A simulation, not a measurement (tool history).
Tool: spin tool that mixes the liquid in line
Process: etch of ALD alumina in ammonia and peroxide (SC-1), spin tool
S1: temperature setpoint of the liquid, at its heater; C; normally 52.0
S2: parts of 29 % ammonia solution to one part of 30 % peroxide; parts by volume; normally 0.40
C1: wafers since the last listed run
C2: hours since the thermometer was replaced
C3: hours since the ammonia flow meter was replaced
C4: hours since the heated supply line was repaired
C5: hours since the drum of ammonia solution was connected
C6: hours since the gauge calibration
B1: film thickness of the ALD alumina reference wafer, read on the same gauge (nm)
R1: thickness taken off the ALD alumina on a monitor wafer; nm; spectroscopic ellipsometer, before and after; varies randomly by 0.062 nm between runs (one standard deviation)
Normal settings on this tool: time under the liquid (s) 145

{"run": 1, "hour": 0.0, "S1": 52.0, "S2": 0.4, "time under the liquid (s)": 145, "C1": 0, "C2": 1335.5, "C3": 1290.7, "C4": 2373.3, "C5": 496.9, "C6": 156.3, "B1": 140.01, "R1": 5.92}
{"run": 2, "hour": 30.4, "S1": 52.0, "S2": 0.4, "time under the liquid (s)": 145, "C1": 330, "C2": 1365.9, "C3": 1321.1, "C4": 2403.7, "C5": 527.3, "C6": 186.7, "B1": 140.03, "R1": 5.89}
{"run": 3, "hour": 46.0, "S1": 52.0, "S2": 0.3, "time under the liquid (s)": 145, "C1": 169, "C2": 1381.5, "C3": 1336.7, "C4": 2419.3, "C5": 542.9, "C6": 202.3, "B1": 140.01, "R1": 5.62}
{"run": 4, "hour": 62.1, "S1": 52.0, "S2": 0.3, "time under the liquid (s)": 145, "C1": 174, "C2": 1397.6, "C3": 1352.8, "C4": 2435.4, "C5": 559.0, "C6": 218.4, "B1": 140.0, "R1": 5.8}
{"hour": 78.6, "done": "thermometer replaced"}
{"run": 5, "hour": 81.6, "S1": 52.0, "S2": 0.3, "time under the liquid (s)": 145, "C1": 200, "C2": 3.0, "C3": 1372.3, "C4": 2454.9, "C5": 578.5, "C6": 237.9, "B1": 139.99, "R1": 5.26}
{"run": 6, "hour": 113.1, "S1": 52.0, "S2": 0.4, "time under the liquid (s)": 145, "C1": 342, "C2": 34.5, "C3": 1403.8, "C4": 2486.4, "C5": 610.0, "C6": 269.4, "B1": 139.99, "R1": 5.45}
{"run": 7, "hour": 132.3, "S1": 52.0, "S2": 0.4, "time under the liquid (s)": 145, "C1": 208, "C2": 53.7, "C3": 1423.0, "C4": 2505.6, "C5": 629.2, "C6": 288.6, "B1": 140.0, "R1": 5.37}
{"run": 8, "hour": 144.7, "S1": 52.0, "S2": 0.4, "time under the liquid (s)": 145, "C1": 134, "C2": 66.1, "C3": 1435.4, "C4": 2518.0, "C5": 641.6, "C6": 301.0, "B1": 140.0, "R1": 5.44}
{"hour": 157.1, "done": "gauge calibrated"}
{"run": 9, "hour": 160.0, "S1": 52.0, "S2": 0.4, "time under the liquid (s)": 145, "C1": 166, "C2": 81.4, "C3": 1450.7, "C4": 2533.3, "C5": 656.9, "C6": 2.9, "B1": 140.02, "R1": 5.53}
{"run": 10, "hour": 199.7, "S1": 52.0, "S2": 0.4, "time under the liquid (s)": 145, "C1": 431, "C2": 121.1, "C3": 1490.4, "C4": 2573.0, "C5": 696.6, "C6": 42.6, "B1": 140.01, "R1": 5.46}
{"run": 11, "hour": 220.8, "S1": 47.0, "S2": 0.2, "time under the liquid (s)": 230, "C1": 229, "C2": 142.2, "C3": 1511.5, "C4": 2594.1, "C5": 717.7, "C6": 63.7, "B1": 139.98, "R1": 5.97}
{"run": 12, "hour": 234.3, "S1": 55.0, "S2": 0.45, "time under the liquid (s)": 145, "C1": 146, "C2": 155.7, "C3": 1525.0, "C4": 2607.6, "C5": 731.2, "C6": 77.2, "B1": 140.0, "R1": 6.42}
{"hour": 236.5, "done": "thermometer replaced, repeated, since the last time left the tool worse"}
{"hour": 260.2, "done": "heated supply line repaired"}
{"hour": 260.7, "done": "ammonia flow meter replaced"}
{"run": 13, "hour": 261.2, "S1": 56.5, "S2": 0.4, "time under the liquid (s)": 75, "C1": 264, "C2": 24.7, "C3": 0.5, "C4": 1.0, "C5": 758.1, "C6": 104.1, "B1": 139.99, "R1": 4.2}

Predict the results of run 14:
{"run": 14, "hour": 289.2, "S1": 52.0, "S2": 0.4, "time under the liquid (s)": 80, "C1": 304, "C2": 52.7, "C3": 28.5, "C4": 29.0, "C5": 786.1, "C6": 132.1, "B1": "?", "R1": "?"}

{"run 14": {"B1": 140.02, "R1": 3.46}}
With the hidden condition absent and the run-to-run variation left alone, this run would have shown R1 3.50 nm.
